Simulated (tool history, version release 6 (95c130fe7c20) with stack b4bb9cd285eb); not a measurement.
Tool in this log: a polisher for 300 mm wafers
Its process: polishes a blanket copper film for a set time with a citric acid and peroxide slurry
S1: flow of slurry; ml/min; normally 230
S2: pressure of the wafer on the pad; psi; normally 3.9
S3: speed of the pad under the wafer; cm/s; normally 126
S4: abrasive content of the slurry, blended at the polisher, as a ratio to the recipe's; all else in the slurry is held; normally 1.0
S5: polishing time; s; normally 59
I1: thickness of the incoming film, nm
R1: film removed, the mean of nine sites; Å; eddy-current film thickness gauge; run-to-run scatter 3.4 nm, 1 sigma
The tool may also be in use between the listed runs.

run 1 hour=0.0 | S1=230 S2=3.9 S3=126 S4=1.0 S5=59 | I1=954.4 | R1=2327
run 2 hour=26.6 | S1=230 S2=5.0 S3=126 S4=1.0 S5=59 | I1=968.1 | R1=2894
-- hour=88.8 worn pad replaced by a new one
run 3 hour=95.5 | S1=230 S2=5.0 S3=126 S4=1.0 S5=59 | I1=976.8 | R1=2896
run 4 hour=126.3 | S1=230 S2=3.9 S3=126 S4=1.0 S5=59 | I1=964.9 | R1=2309
run 5 hour=151.2 | S1=230 S2=3.9 S3=126 S4=1.0 S5=59 | I1=954.1 | R1=2314
run 6 hour=191.5 | S1=230 S2=3.9 S3=106 S4=1.0 S5=43 | I1=956.1 | R1=1453
-- hour=202.2 slurry blender recalibrated
run 7 hour=239.2 | S1=230 S2=3.9 S3=110 S4=1.0 S5=59 | I1=973.8 | R1=2059
run 8 hour=299.4 | S1=230 S2=3.9 S3=110 S4=1.0 S5=59 | I1=946.8 | R1=2001
run 9 hour=335.6 | S1=230 S2=3.9 S3=110 S4=1.0 S5=59 | I1=955.2 | R1=2017
-- hour=366.1 slurry nozzle cleaned
run 10 hour=366.6 | S1=230 S2=2.8 S3=126 S4=1.0 S5=59 | I1=949.6 | R1=1704
run 11 hour=407.8 | S1=230 S2=2.8 S3=126 S4=1.0 S5=59 | I1=964.6 | R1=1753
-- hour=413.4 worn pad replaced by a new one
run 12 hour=441.6 | S1=230 S2=2.8 S3=126 S4=1.0 S5=59 | I1=953.4 | R1=1664
run 13 hour=494.7 | S1=250 S2=3.9 S3=140 S4=0.8 S5=39 | I1=976.9 | R1=1587
-- hour=504.4 head pressure recalibrated
-- hour=517.8 slurry blender recalibrated
run 14 hour=543.1 | S1=230 S2=5.2 S3=126 S4=1.0 S5=59 | I1=958.6 | R1=3218
run 15 hour=587.8 | S1=230 S2=4.5 S3=106 S4=1.0 S5=59 | I1=959.6 | R1=2418
run 16 hour=632.3 | S1=230 S2=3.9 S3=126 S4=1.0 S5=59 | I1=949.5 | R1=2469
run 17 hour=693.5 | S1=165 S2=3.3 S3=104 S4=1.0 S5=59 | I1=960.5 | R1=1713

Predict the results of run 18:
-- hour=731.8 worn pad replaced by a new one
run 18 hour=732.3 | S1=290 S2=5.2 S3=126 S4=1.0 S5=59 | I1=958.4 | R1=?

{"run 18": {"R1": 3205}}
With the hidden condition absent and the run-to-run variation left alone, this run would have shown R1 3269 Å.
